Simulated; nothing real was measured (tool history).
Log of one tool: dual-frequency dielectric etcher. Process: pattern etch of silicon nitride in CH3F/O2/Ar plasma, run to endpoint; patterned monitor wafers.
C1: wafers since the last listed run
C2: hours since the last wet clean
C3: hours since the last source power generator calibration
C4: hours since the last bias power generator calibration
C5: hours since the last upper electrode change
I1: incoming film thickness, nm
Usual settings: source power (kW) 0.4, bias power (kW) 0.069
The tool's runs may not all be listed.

{"run": 1, "day": 0.0, "source power (kW)": 0.4, "bias power (kW)": 0.08, "C1": 0, "C2": 1.9, "C3": 3147, "C4": 954.6, "C5": 5296.2, "I1": 34.86, "endpoint time (s)": 49.9}
{"run": 2, "day": 1.658, "source power (kW)": 0.43, "bias power (kW)": 0.069, "C1": 526, "C2": 41.7, "C3": 3186.8, "C4": 994.4, "C5": 5336, "I1": 34.92, "endpoint time (s)": 52.6}
{"run": 3, "day": 4.012, "source power (kW)": 0.4, "bias power (kW)": 0.069, "C1": 747, "C2": 98.2, "C3": 3243.3, "C4": 1050.9, "C5": 5392.5, "I1": 35.11, "endpoint time (s)": 53.8}
{"run": 4, "day": 6.654, "source power (kW)": 0.46, "bias power (kW)": 0.069, "C1": 839, "C2": 161.6, "C3": 3306.7, "C4": 1114.3, "C5": 5455.9, "I1": 34.62, "endpoint time (s)": 50.6}
{"run": 5, "day": 9.083, "source power (kW)": 0.46, "bias power (kW)": 0.069, "C1": 771, "C2": 219.9, "C3": 3365, "C4": 1172.6, "C5": 5514.2, "I1": 35.06, "endpoint time (s)": 51.7}
{"run": 6, "day": 10.296, "source power (kW)": 0.4, "bias power (kW)": 0.069, "C1": 385, "C2": 249, "C3": 3394.1, "C4": 1201.7, "C5": 5543.3, "I1": 35.25, "endpoint time (s)": 54.9}
{"run": 7, "day": 16.533, "source power (kW)": 0.38, "bias power (kW)": 0.069, "C1": 1981, "C2": 398.7, "C3": 3543.8, "C4": 1351.4, "C5": 5693, "I1": 35.08, "endpoint time (s)": 55.7}
{"day": 19.162, "done": "wet clean of the chamber"}
{"run": 8, "day": 19.183, "source power (kW)": 0.38, "bias power (kW)": 0.069, "C1": 524, "C2": 0.5, "C3": 3607.4, "C4": 1415, "C5": 5756.6, "I1": 34.92, "endpoint time (s)": 55.4}
{"day": 21.238, "done": "bias power generator calibrated"}
{"run": 9, "day": 21.75, "source power (kW)": 0.4, "bias power (kW)": 0.069, "C1": 762, "C2": 62.1, "C3": 3669, "C4": 12.3, "C5": 5818.2, "I1": 34.98, "endpoint time (s)": 53.6}
{"day": 24.225, "done": "source power generator calibrated"}
{"day": 24.4, "done": "upper electrode replaced"}
{"run": 10, "day": 24.421, "source power (kW)": 0.4, "bias power (kW)": 0.069, "C1": 739, "C2": 126.2, "C3": 4.7, "C4": 76.4, "C5": 0.5, "I1": 34.71, "endpoint time (s)": 52.9}
{"run": 11, "day": 25.446, "source power (kW)": 0.4, "bias power (kW)": 0.069, "C1": 325, "C2": 150.8, "C3": 29.3, "C4": 101, "C5": 25.1, "I1": 35.15, "endpoint time (s)": 53.4}
{"run": 12, "day": 27.529, "source power (kW)": 0.48, "bias power (kW)": 0.069, "C1": 661, "C2": 200.8, "C3": 79.3, "C4": 151, "C5": 75.1, "I1": 34.95, "endpoint time (s)": 49.7}
{"run": 13, "day": 28.883, "source power (kW)": 0.34, "bias power (kW)": 0.083, "C1": 430, "C2": 233.3, "C3": 111.8, "C4": 183.5, "C5": 107.6, "I1": 34.83, "endpoint time (s)": 51.7}
{"run": 14, "day": 30.683, "source power (kW)": 0.4, "bias power (kW)": 0.069, "C1": 571, "C2": 276.5, "C3": 155, "C4": 226.7, "C5": 150.8, "I1": 35.15, "endpoint time (s)": 53.9}
{"run": 15, "day": 32.6, "source power (kW)": 0.4, "bias power (kW)": 0.069, "C1": 608, "C2": 322.5, "C3": 201, "C4": 272.7, "C5": 196.8, "I1": 35.4, "endpoint time (s)": 54}
{"run": 16, "day": 33.7, "source power (kW)": 0.36, "bias power (kW)": 0.054, "C1": 349, "C2": 348.9, "C3": 227.4, "C4": 299.1, "C5": 223.2, "I1": 34.86, "endpoint time (s)": 62.4}
{"day": 37.183, "done": "wet clean of the chamber"}
{"run": 17, "day": 37.204, "source power (kW)": 0.34, "bias power (kW)": 0.075, "C1": 795, "C2": 0.5, "C3": 311.5, "C4": 383.2, "C5": 307.3, "I1": 34.86, "endpoint time (s)": 53.9}
{"run": 18, "day": 38.025, "source power (kW)": 0.45, "bias power (kW)": 0.08, "C1": 260, "C2": 20.2, "C3": 331.2, "C4": 402.9, "C5": 327, "I1": 35.25, "endpoint time (s)": 47.9}
{"run": 19, "day": 40.012, "source power (kW)": 0.49, "bias power (kW)": 0.062, "C1": 631, "C2": 67.9, "C3": 378.9, "C4": 450.6, "C5": 374.7, "I1": 35, "endpoint time (s)": 52.2}
{"run": 20, "day": 42.292, "source power (kW)": 0.37, "bias power (kW)": 0.069, "C1": 724, "C2": 122.6, "C3": 433.6, "C4": 505.3, "C5": 429.4, "I1": 35.02, "endpoint time (s)": 55.1}
{"run": 21, "day": 44.571, "source power (kW)": 0.36, "bias power (kW)": 0.083, "C1": 724, "C2": 177.3, "C3": 488.3, "C4": 560, "C5": 484.1, "I1": 35.21, "endpoint time (s)": 50.9}
{"run": 22, "day": 46.158, "source power (kW)": 0.47, "bias power (kW)": 0.064, "C1": 504, "C2": 215.4, "C3": 526.4, "C4": 598.1, "C5": 522.2, "I1": 34.91, "endpoint time (s)": 52}
{"run": 23, "day": 47.383, "source power (kW)": 0.33, "bias power (kW)": 0.055, "C1": 389, "C2": 244.8, "C3": 555.8, "C4": 627.5, "C5": 551.6, "I1": 35.14, "endpoint time (s)": 64.6}
{"run": 24, "day": 49.546, "source power (kW)": 0.45, "bias power (kW)": 0.055, "C1": 686, "C2": 296.7, "C3": 607.7, "C4": 679.4, "C5": 603.5, "I1": 35.13, "endpoint time (s)": 57.8}

Consider 5 possible next runs. They are alternatives, not a sequence: every one starts from the tool as it was left by run 24. What does each give?
{"run": "A", "day": 49.562, "source power (kW)": 0.4, "bias power (kW)": 0.069, "C1": 5, "C2": 297.1, "C3": 608.1, "C4": 679.8, "C5": 603.9, "I1": 35.24, "endpoint time (s)": "?"}
{"run": "B", "day": 49.562, "source power (kW)": 0.4, "bias power (kW)": 0.056, "C1": 5, "C2": 297.1, "C3": 608.1, "C4": 679.8, "C5": 603.9, "I1": 35.24, "endpoint time (s)": "?"}
{"run": "C", "day": 49.562, "source power (kW)": 0.45, "bias power (kW)": 0.056, "C1": 5, "C2": 297.1, "C3": 608.1, "C4": 679.8, "C5": 603.9, "I1": 35.24, "endpoint time (s)": "?"}
{"run": "D", "day": 49.562, "source power (kW)": 0.4, "bias power (kW)": 0.052, "C1": 5, "C2": 297.1, "C3": 608.1, "C4": 679.8, "C5": 603.9, "I1": 35.24, "endpoint time (s)": "?"}
{"run": "E", "day": 49.562, "source power (kW)": 0.35, "bias power (kW)": 0.084, "C1": 5, "C2": 297.1, "C3": 608.1, "C4": 679.8, "C5": 603.9, "I1": 35.24, "endpoint time (s)": "?"}

run=A endpoint_time_(s)=54
run=B endpoint_time_(s)=60
run=C endpoint_time_(s)=57.3
run=D endpoint_time_(s)=62.4
run=E endpoint_time_(s)=51.5
Without the tool's unlogged condition, the same runs would have read:
run=A endpoint_time_(s)=53.8
run=B endpoint_time_(s)=59.8
run=C endpoint_time_(s)=57.1
run=D endpoint_time_(s)=62.2
run=E endpoint_time_(s)=51.3
